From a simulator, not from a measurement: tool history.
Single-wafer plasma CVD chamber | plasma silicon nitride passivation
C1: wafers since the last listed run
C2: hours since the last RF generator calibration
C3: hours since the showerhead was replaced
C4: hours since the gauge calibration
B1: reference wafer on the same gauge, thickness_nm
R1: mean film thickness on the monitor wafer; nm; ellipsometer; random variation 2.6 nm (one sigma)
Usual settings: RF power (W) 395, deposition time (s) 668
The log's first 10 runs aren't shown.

run 11 day=29.488 | RF_power_(W)=415 deposition_time_(s)=668 | C1=218 C2=1551 C3=7497.5 C4=923.9 | B1=770.273 | R1=891.962
run 12 day=33.904 | RF_power_(W)=415 deposition_time_(s)=668 | C1=428 C2=1657 C3=7603.5 C4=1029.9 | B1=770.2 | R1=890.925
run 13 day=36.679 | RF_power_(W)=395 deposition_time_(s)=668 | C1=269 C2=1723.6 C3=7670.1 C4=1096.5 | B1=769.709 | R1=873.256
run 14 day=38.7 | RF_power_(W)=395 deposition_time_(s)=668 | C1=196 C2=1772.1 C3=7718.6 C4=1145 | B1=769.752 | R1=871.607
-- day=39.55 RF generator calibrated
run 15 day=40.9 | RF_power_(W)=395 deposition_time_(s)=668 | C1=181 C2=32.4 C3=7771.4 C4=1197.8 | B1=770.086 | R1=860.694
run 16 day=44.242 | RF_power_(W)=395 deposition_time_(s)=668 | C1=324 C2=112.6 C3=7851.6 C4=1278 | B1=770.208 | R1=856.625
run 17 day=48.475 | RF_power_(W)=395 deposition_time_(s)=668 | C1=411 C2=214.2 C3=7953.2 C4=1379.6 | B1=769.934 | R1=858.858
run 18 day=50.612 | RF_power_(W)=395 deposition_time_(s)=668 | C1=207 C2=265.5 C3=8004.5 C4=1430.9 | B1=769.937 | R1=853.578
-- day=51.433 showerhead replaced
run 19 day=53.317 | RF_power_(W)=395 deposition_time_(s)=668 | C1=230 C2=330.4 C3=45.2 C4=1495.8 | B1=769.374 | R1=851.279
run 20 day=56.188 | RF_power_(W)=395 deposition_time_(s)=668 | C1=278 C2=399.3 C3=114.1 C4=1564.7 | B1=769.634 | R1=848.87
run 21 day=58.158 | RF_power_(W)=395 deposition_time_(s)=629 | C1=191 C2=446.6 C3=161.4 C4=1612 | B1=769.58 | R1=793.442
-- day=60.271 RF generator calibrated, repeated, since the last time left the tool worse
run 22 day=60.292 | RF_power_(W)=395 deposition_time_(s)=668 | C1=174 C2=0.5 C3=212.6 C4=1663.2 | B1=769.958 | R1=889.907
run 23 day=62.933 | RF_power_(W)=330 deposition_time_(s)=743 | C1=256 C2=63.9 C3=276 C4=1726.6 | B1=771.56 | R1=910.293

The next listed run, before its measurement:
run 24 day=65.342 | RF_power_(W)=440 deposition_time_(s)=668 | C1=233 C2=121.7 C3=333.8 C4=1784.4 | B1=? | R1=?

Run 24 gave B1 770.101, R1 930.423 nm.
Without the tool's hidden state the same run would have given R1 935.885 nm.
